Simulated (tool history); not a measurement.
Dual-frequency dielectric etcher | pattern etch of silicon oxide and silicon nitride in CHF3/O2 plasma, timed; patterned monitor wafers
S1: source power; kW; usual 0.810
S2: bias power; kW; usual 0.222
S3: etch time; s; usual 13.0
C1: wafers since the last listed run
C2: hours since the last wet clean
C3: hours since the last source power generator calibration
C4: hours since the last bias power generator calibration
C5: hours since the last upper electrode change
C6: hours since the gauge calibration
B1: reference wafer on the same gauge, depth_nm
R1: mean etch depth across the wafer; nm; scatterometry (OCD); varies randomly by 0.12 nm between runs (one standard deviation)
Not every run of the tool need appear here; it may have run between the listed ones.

run    hour     S1     S2    S3    C1     C2      C3      C4      C5      C6     B1     R1
  1     0.0  0.810  0.222  13.0     0  635.8   544.6  3796.8   402.1  1540.4  22.15  22.82
       50.2  -- wet clean of the chamber
  2   106.1  0.810  0.222  16.0  1628   55.9   650.7  3902.9   508.2  1646.5  22.20  28.23
  3   163.4  0.750  0.222  13.0  1136  113.2   708.0  3960.2   565.5  1703.8  22.23  22.30
  4   216.5  0.940  0.222  13.0  1053  166.3   761.1  4013.3   618.6  1756.9  22.24  24.77
  5   285.9  0.940  0.222  13.0  1377  235.7   830.5  4082.7   688.0  1826.3  22.31  24.66
  6   393.9  0.940  0.222  13.0  2142  343.7   938.5  4190.7   796.0  1934.3  22.37  24.45
      472.5  -- gauge calibrated
  7   495.6  0.740  0.259  13.0  2017  445.4  1040.2  4292.4   897.7    23.1  21.39  22.72
  8   579.9  0.740  0.259  13.0  1672  529.7  1124.5  4376.7   982.0   107.4  21.42  22.77
  9   633.6  0.740  0.259  13.0  1065  583.4  1178.2  4430.4  1035.7   161.1  21.48  22.58
      690.3  -- wet clean of the chamber
 10   734.5  0.810  0.261  10.0  1525   44.2  1279.1  4531.3  1136.6   262.0  21.56  18.29
 11   806.9  0.690  0.222  13.0  1436  116.6  1351.5  4603.7  1209.0   334.4  21.55  20.87
 12   894.3  0.810  0.222  11.0  1734  204.0  1438.9  4691.1  1296.4   421.8  21.60  19.07
 13   972.4  0.810  0.222  11.0  1549  282.1  1517.0  4769.2  1374.5   499.9  21.57  19.09
 14  1042.0  0.980  0.222   9.5  1380  351.7  1586.6  4838.8  1444.1   569.5  21.62  17.78
     1062.7  -- source power generator calibrated
 15  1139.8  0.690  0.222  13.0  1861  449.5    77.1  4936.6  1541.9   667.3  21.66  21.27
     1248.2  -- bias power generator calibrated
     1249.7  -- wet clean of the chamber
 16  1250.2  0.990  0.254  13.0  2079    0.5   187.5     2.0  1652.3   777.7  21.78  25.86
 17  1280.9  0.690  0.222  13.0   609   31.2   218.2    32.7  1683.0   808.4  21.78  21.08
 18  1386.6  0.810  0.222  13.0  2097  136.9   323.9   138.4  1788.7   914.1  21.84  22.72
 19  1463.0  0.960  0.254  12.0  1515  213.3   400.3   214.8  1865.1   990.5  21.89  23.81
     1511.4  -- upper electrode replaced
 20  1674.9  0.750  0.222   9.5  3728  425.2   612.2   426.7   163.5  1202.4  21.95  15.97
 21  1771.7  0.610  0.256  10.5  1920  522.0   709.0   523.5   260.3  1299.2  22.00  17.31
     1814.5  -- wet clean of the chamber
 22  1824.4  0.810  0.250  15.0   569    9.9   761.7   576.2   313.0  1351.9  22.05  27.82
 23  1924.3  0.920  0.222  13.0  1982  109.8   861.6   676.1   412.9  1451.8  22.06  24.40
     1977.3  -- gauge calibrated
 24  2001.4  0.810  0.222  16.0  1529  186.9   938.7   753.2   490.0    24.1  21.48  27.29
 25  2309.8  1.000  0.258  13.0  6119  495.3  1247.1  1061.6   798.4   332.5  21.59  25.91
 26  2351.6  0.810  0.250  15.0   829  537.1  1288.9  1103.4   840.2   374.3  21.57  27.05
     2423.4  -- wet clean of the chamber
 27  2450.0  0.900  0.222  13.0  1476   26.6  1387.3  1201.8   938.6   472.7  21.64  23.77
 28  2506.0  0.860  0.249  10.0  1111   82.6  1443.3  1257.8   994.6   528.7  21.70  18.63
 29  2564.0  0.810  0.222  13.0  1150  140.6  1501.3  1315.8  1052.6   586.7  21.67  22.48
     2584.8  -- source power generator calibrated
 30  2606.9  0.910  0.255  15.0   771  183.5    22.1  1358.7  1095.5   629.6  21.69  28.72

3 ways to go on from here, each from the tool as it stands after run 30. What would each give?
  A  2607.3  0.810  0.222  13.0   7  183.9  22.5  1359.1  1095.9  630.0   ?   ?
  B  2607.3  0.970  0.222  13.0   7  183.9  22.5  1359.1  1095.9  630.0   ?   ?
  C  2607.3  0.910  0.222  16.0   7  183.9  22.5  1359.1  1095.9  630.0   ?   ?

run     B1     R1
  A  21.67  22.47
  B  21.67  24.30
  C  21.67  29.09
Without the tool's hidden state the same runs would have given:
run     R1
  A  22.14
  B  23.94
  C  28.67
